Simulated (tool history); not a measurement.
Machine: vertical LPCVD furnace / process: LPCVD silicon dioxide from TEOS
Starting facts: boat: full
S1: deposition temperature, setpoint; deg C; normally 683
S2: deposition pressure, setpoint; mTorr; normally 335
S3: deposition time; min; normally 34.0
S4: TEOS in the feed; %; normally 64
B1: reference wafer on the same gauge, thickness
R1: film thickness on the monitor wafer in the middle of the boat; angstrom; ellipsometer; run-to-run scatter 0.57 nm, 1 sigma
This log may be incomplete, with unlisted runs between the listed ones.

run    hour   S1   S2    S3  S4      B1      R1
  1     0.0  683  335  34.0  57  166.00  1584.5
  2    58.8  683  335  34.0  64  166.04  1666.0
  3   132.4  683  335  34.0  64  166.03  1677.8
  4   198.1  692  335  34.0  64  165.91  2072.6
  5   241.8  692  335  34.0  64  165.83  2036.2
  6   329.7  683  335  34.0  64  166.10  1649.0
  7   410.8  683  335  34.0  64  165.95  1646.8
  8   560.2  683  335  34.0  64  166.12  1660.8
  9   649.0  683  335  34.0  64  165.80  1670.2
 10   722.3  683  335  34.0  64  165.96  1661.7
 11   770.5  683  335  38.5  64  166.07  1882.4
 12   927.3  683  335  39.5  64  165.87  1929.7
 13  1003.2  683  335  39.5  64  166.08  1947.0
 14  1093.3  683  395  34.0  64  166.08  1811.3
 15  1195.4  683  335  34.0  52  165.85  1506.0
 16  1290.4  683  370  34.0  64  166.02  1755.8
 17  1359.9  683  335  34.0  64  166.05  1677.1
 18  1455.4  683  395  34.0  64  166.03  1825.7
 19  1539.0  683  415  47.0  64  165.98  2584.6
 20  1616.5  683  335  46.0  58  165.91  2131.3
 21  1662.1  693  335  34.0  64  165.87  2092.5
 22  1752.7  673  265  34.0  54  165.98  1058.8
 23  1802.0  683  335  34.0  64  165.99  1659.3
 24  1857.0  683  335  34.0  64  166.03  1661.0
 25  1991.0  688  335  34.0  51  166.07  1676.2
 26  2029.7  674  375  24.5  64  166.12  1024.8
 27  2120.5  695  335  34.0  69  165.82  2306.9
 28  2303.1  693  310  45.0  69  166.09  2804.9
 29  2405.9  683  335  34.0  64  165.98  1687.8
 30  2659.0  683  335  34.0  64  166.09  1685.5
 31  2762.0  675  295  22.0  59  165.89   811.2

Not shown: 5 entries that the log had between the listed runs. Between which runs, and how does the tool's hidden state differ before and after?
Runs 4 to 5: thermocouples replaced and temperature profile calibrated (hour 234.3)
  true tube temperature minus thermocouple reading, K: 1.11 -> 0.107
  measured minus no-state result, R1: +53.4 -> +5.1 angstrom
Runs 15 to 16: gauge calibrated (hour 1224.9); pressure gauge zeroed (hour 1266.5)
  true tube temperature minus thermocouple reading, K: 0.984 -> 1.01
  measured minus no-state result, R1: +35.3 -> +42.3 angstrom
Runs 18 to 19: TEOS flow controller replaced (hour 1526.0)
  true tube temperature minus thermocouple reading, K: 1.05 -> 1.06
  measured minus no-state result, R1: +45.5 -> +65.3 angstrom
Runs 19 to 20: thermocouples replaced and temperature profile calibrated (hour 1583.0)
  true tube temperature minus thermocouple reading, K: 1.06 -> 0.307
  measured minus no-state result, R1: +65.3 -> +15.7 angstrom
